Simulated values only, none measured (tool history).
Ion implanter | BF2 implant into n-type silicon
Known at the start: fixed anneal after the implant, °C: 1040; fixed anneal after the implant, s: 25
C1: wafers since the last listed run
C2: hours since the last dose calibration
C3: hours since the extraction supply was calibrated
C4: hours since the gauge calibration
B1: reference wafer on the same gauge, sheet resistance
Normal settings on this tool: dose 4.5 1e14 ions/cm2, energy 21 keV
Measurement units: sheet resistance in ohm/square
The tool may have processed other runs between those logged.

Run 1, day 0: usual settings; C1 0; C2 781.2; C3 5533; C4 745.7; B1 293.31. Result: sheet resistance 250.75 ohm/square.
Run 2, day 2.425: usual settings but energy 25 keV; C1 930; C2 839.4; C3 5591.2; C4 803.9; B1 292.75. Result: sheet resistance 247.48 ohm/square.
Run 3, day 3.417: usual settings but energy 25 keV; C1 380; C2 863.2; C3 5615; C4 827.7; B1 292.67. Result: sheet resistance 246.42 ohm/square.
Run 4, day 4.7: usual settings but energy 25 keV; C1 492; C2 894; C3 5645.8; C4 858.5; B1 293.02. Result: sheet resistance 245.84 ohm/square.
Run 5, day 5.912: usual settings but dose 4.18 1e14 ions/cm2; C1 465; C2 923.1; C3 5674.9; C4 887.6; B1 293.04. Result: sheet resistance 267.84 ohm/square.
Run 6, day 6.796: usual settings but dose 4.18 1e14 ions/cm2; C1 339; C2 944.3; C3 5696.1; C4 908.8; B1 293.2. Result: sheet resistance 265.02 ohm/square.
Run 7, day 7.392: usual settings but dose 4.18 1e14 ions/cm2; C1 228; C2 958.6; C3 5710.4; C4 923.1; B1 293.36. Result: sheet resistance 266 ohm/square.
Run 8, day 11.404: usual settings; C1 1539; C2 1054.9; C3 5806.7; C4 1019.4; B1 293.36. Result: sheet resistance 247.62 ohm/square.
Run 9, day 12.371: usual settings; C1 370; C2 1078.1; C3 5829.9; C4 1042.6; B1 292.32. Result: sheet resistance 247.7 ohm/square.
Run 10, day 13.012: usual settings but dose 4.84 1e14 ions/cm2, energy 24 keV; C1 246; C2 1093.5; C3 5845.3; C4 1058; B1 293.12. Result: sheet resistance 230.57 ohm/square.
At day 13.542: Faraday cup replaced and dose calibrated.
Run 11, day 14.412: usual settings but dose 4.84 1e14 ions/cm2, energy 24 keV; C1 409; C2 20.9; C3 5878.9; C4 1091.6; B1 293.05. Result: sheet resistance 236.96 ohm/square.
Run 12, day 14.917: usual settings but energy 17 keV; C1 193; C2 33; C3 5891; C4 1103.7; B1 292.88. Result: sheet resistance 261.8 ohm/square.
Run 13, day 15.704: usual settings; C1 302; C2 51.9; C3 5909.9; C4 1122.6; B1 293.31. Result: sheet resistance 257.19 ohm/square.
Run 14, day 16.325: usual settings; C1 238; C2 66.8; C3 5924.8; C4 1137.5; B1 292.71. Result: sheet resistance 256.57 ohm/square.
Run 15, day 16.833: usual settings; C1 195; C2 79; C3 5937; C4 1149.7; B1 292.93. Result: sheet resistance 257.69 ohm/square.
At day 17.675: extraction supply calibrated.
Run 16, day 17.696: usual settings but energy 19 keV; C1 203; C2 99.7; C3 0.5; C4 1170.4; B1 293.05. Result: sheet resistance 260.5 ohm/square.
At day 18.179: gauge calibrated.
Run 17, day 18.296: usual settings; C1 230; C2 114.1; C3 14.9; C4 2.8; B1 292.76. Result: sheet resistance 256.73 ohm/square.
Run 18, day 18.825: usual settings; C1 203; C2 126.8; C3 27.6; C4 15.5; B1 293.2. Result: sheet resistance 256.55 ohm/square.
Run 19, day 20.004: usual settings but dose 3.36 1e14 ions/cm2, energy 14 keV; C1 452; C2 155.1; C3 55.9; C4 43.8; B1 293.56. Result: sheet resistance 345.23 ohm/square.
Run 20, day 21.375: usual settings but dose 5.81 1e14 ions/cm2, energy 26.5 keV; C1 526; C2 188; C3 88.8; C4 76.7; B1 293.42. Result: sheet resistance 203.33 ohm/square.
Run 21, day 22.488: usual settings but dose 5.2 1e14 ions/cm2, energy 15 keV; C1 426; C2 214.7; C3 115.5; C4 103.4; B1 292.65. Result: sheet resistance 239.73 ohm/square.
Run 22, day 23.162: usual settings; C1 259; C2 230.9; C3 131.7; C4 119.6; B1 293.03. Result: sheet resistance 257.14 ohm/square.
Run 23, day 24.604: usual settings but dose 5.09 1e14 ions/cm2, energy 15.5 keV; C1 553; C2 265.5; C3 166.3; C4 154.2; B1 293.27. Result: sheet resistance 241.76 ohm/square.

The next listed run, before its measurement:
Run 24, day 25.142: usual settings but dose 5.43 1e14 ions/cm2, energy 18 keV; C1 206; C2 278.4; C3 179.2; C4 167.1; B1 ?. Result: sheet resistance ?.

B1: 292.7
sheet resistance: 224.19 ohm/square
Take away the tool's hidden state, keep the run-to-run variation as it was, and the same run would have given sheet resistance 224.73 ohm/square.
